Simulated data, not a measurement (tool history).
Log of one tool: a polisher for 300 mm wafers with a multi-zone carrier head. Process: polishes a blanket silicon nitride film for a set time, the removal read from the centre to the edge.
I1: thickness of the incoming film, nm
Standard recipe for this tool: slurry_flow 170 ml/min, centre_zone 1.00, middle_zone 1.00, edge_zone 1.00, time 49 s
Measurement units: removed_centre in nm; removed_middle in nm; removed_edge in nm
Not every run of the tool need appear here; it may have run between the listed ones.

run 1 hour=0.0 | slurry_flow=130 centre_zone=1.00 middle_zone=1.00 edge_zone=1.00 time=49 | I1=919.4 | removed_centre=79.2 removed_middle=80.1 removed_edge=81.7
run 2 hour=53.9 | slurry_flow=130 centre_zone=1.00 middle_zone=1.00 edge_zone=1.00 time=49 | I1=897.2 | removed_centre=79.3 removed_middle=80.1 removed_edge=80.7
run 3 hour=132.9 | slurry_flow=170 centre_zone=1.00 middle_zone=1.00 edge_zone=0.92 time=49 | I1=906.2 | removed_centre=81.5 removed_middle=83.3 removed_edge=78.8
-- hour=158.8 centre zone pressure recalibrated
run 4 hour=229.0 | slurry_flow=170 centre_zone=1.00 middle_zone=1.00 edge_zone=0.92 time=49 | I1=902.9 | removed_centre=80.6 removed_middle=83.7 removed_edge=80.7
-- hour=252.2 slurry nozzle cleaned
-- hour=318.8 worn pad replaced by a new one
-- hour=347.8 edge zone pressure recalibrated
run 5 hour=477.7 | slurry_flow=170 centre_zone=1.00 middle_zone=1.00 edge_zone=1.00 time=49 | I1=896.9 | removed_centre=83.4 removed_middle=86.6 removed_edge=85.3
run 6 hour=544.8 | slurry_flow=170 centre_zone=1.00 middle_zone=1.00 edge_zone=1.00 time=49 | I1=901.6 | removed_centre=82.7 removed_middle=84.9 removed_edge=82.1
-- hour=602.6 carrier head's membrane replaced by a new one
run 7 hour=632.1 | slurry_flow=170 centre_zone=1.00 middle_zone=0.91 edge_zone=1.00 time=49 | I1=913.3 | removed_centre=81.8 removed_middle=82.5 removed_edge=84.6
run 8 hour=699.8 | slurry_flow=170 centre_zone=1.00 middle_zone=0.91 edge_zone=1.00 time=49 | I1=909.6 | removed_centre=82.8 removed_middle=80.8 removed_edge=84.6
run 9 hour=790.0 | slurry_flow=170 centre_zone=1.07 middle_zone=0.94 edge_zone=1.00 time=49 | I1=911.5 | removed_centre=89.0 removed_middle=80.5 removed_edge=84.7
-- hour=831.3 slurry nozzle cleaned
-- hour=846.0 worn pad replaced by a new one, of another model than before
run 10 hour=848.8 | slurry_flow=170 centre_zone=1.00 middle_zone=1.00 edge_zone=1.00 time=49 | I1=905.7 | removed_centre=86.5 removed_middle=88.1 removed_edge=87.5
run 11 hour=947.9 | slurry_flow=170 centre_zone=1.00 middle_zone=1.00 edge_zone=1.00 time=49 | I1=894.1 | removed_centre=84.2 removed_middle=87.5 removed_edge=84.6
-- hour=972.7 centre zone pressure recalibrated
run 12 hour=1013.9 | slurry_flow=130 centre_zone=0.95 middle_zone=1.00 edge_zone=1.00 time=58 | I1=907.9 | removed_centre=92.3 removed_middle=99.2 removed_edge=97.4
run 13 hour=1121.4 | slurry_flow=170 centre_zone=1.00 middle_zone=1.00 edge_zone=1.00 time=49 | I1=923.8 | removed_centre=85.5 removed_middle=85.5 removed_edge=83.8
run 14 hour=1169.9 | slurry_flow=170 centre_zone=1.00 middle_zone=1.00 edge_zone=1.00 time=49 | I1=890.1 | removed_centre=84.2 removed_middle=86.2 removed_edge=83.8
run 15 hour=1263.2 | slurry_flow=170 centre_zone=1.00 middle_zone=0.95 edge_zone=0.95 time=49 | I1=897.1 | removed_centre=85.6 removed_middle=85.2 removed_edge=84.1
-- hour=1284.5 slurry nozzle cleaned
run 16 hour=1335.5 | slurry_flow=110 centre_zone=1.03 middle_zone=1.00 edge_zone=0.94 time=49 | I1=910.5 | removed_centre=85.8 removed_middle=86.4 removed_edge=82.2
-- hour=1341.2 worn pad replaced by a new one
run 17 hour=1394.1 | slurry_flow=130 centre_zone=1.00 middle_zone=1.00 edge_zone=1.00 time=49 | I1=925.4 | removed_centre=83.7 removed_middle=85.8 removed_edge=81.8
run 18 hour=1442.0 | slurry_flow=170 centre_zone=1.11 middle_zone=1.00 edge_zone=1.09 time=39 | I1=911.3 | removed_centre=75.3 removed_middle=70.6 removed_edge=71.7
run 19 hour=1534.5 | slurry_flow=185 centre_zone=1.00 middle_zone=0.93 edge_zone=1.05 time=54 | I1=907.9 | removed_centre=93.6 removed_middle=95.2 removed_edge=96.2
run 20 hour=1621.7 | slurry_flow=170 centre_zone=1.05 middle_zone=1.00 edge_zone=0.92 time=49 | I1=921.7 | removed_centre=90.3 removed_middle=87.6 removed_edge=83.6
-- hour=1818.4 slurry nozzle cleaned
run 21 hour=1871.5 | slurry_flow=225 centre_zone=1.00 middle_zone=1.00 edge_zone=1.00 time=49 | I1=905.2 | removed_centre=88.6 removed_middle=89.5 removed_edge=87.8
-- hour=1881.1 centre zone pressure recalibrated
-- hour=1891.0 worn pad replaced by a new one
run 22 hour=1917.6 | slurry_flow=170 centre_zone=1.00 middle_zone=1.00 edge_zone=1.00 time=49 | I1=906.1 | removed_centre=86.1 removed_middle=88.4 removed_edge=85.8
run 23 hour=1973.5 | slurry_flow=170 centre_zone=1.00 middle_zone=1.04 edge_zone=1.04 time=49 | I1=921.4 | removed_centre=86.3 removed_middle=90.1 removed_edge=86.2

Below, some changes in removed_centre between adjacent runs. For each, the amount present without the hidden state too (settings, incoming material, random variation) and the amount remaining for the hidden state with gauge scatter not shared by both compared results:
What the log doesn't record here: removal rate lost through wear of the pad, %; slurry flow missing at the pad, %; deviation of the centre zone's pressure from its setpoint, %; deviation of the edge zone's pressure from its setpoint, %.
Run 9 -> 10: centre_zone 1.07 -> 1.00, middle_zone 0.94 -> 1.00, slurry nozzle cleaned, worn pad replaced by a new one, of another model than before. removed_centre -2.5 nm: hidden state +5.1, all else -7.6.
Run 17 -> 18: slurry_flow 130 -> 170, centre_zone 1.00 -> 1.11, edge_zone 1.00 -> 1.09, time 49 -> 39. removed_centre -8.4 nm: hidden state -0.1, all else -8.3.
Run 18 -> 19: slurry_flow 170 -> 185, centre_zone 1.11 -> 1.00, middle_zone 1.00 -> 0.93, edge_zone 1.09 -> 1.05, time 39 -> 54. removed_centre +18.3 nm: hidden state -0.8, all else +19.1.
Run 20 -> 21: slurry_flow 170 -> 225, centre_zone 1.05 -> 1.00, edge_zone 0.92 -> 1.00, slurry nozzle cleaned. removed_centre -1.7 nm: hidden state +2.2, all else -3.9.

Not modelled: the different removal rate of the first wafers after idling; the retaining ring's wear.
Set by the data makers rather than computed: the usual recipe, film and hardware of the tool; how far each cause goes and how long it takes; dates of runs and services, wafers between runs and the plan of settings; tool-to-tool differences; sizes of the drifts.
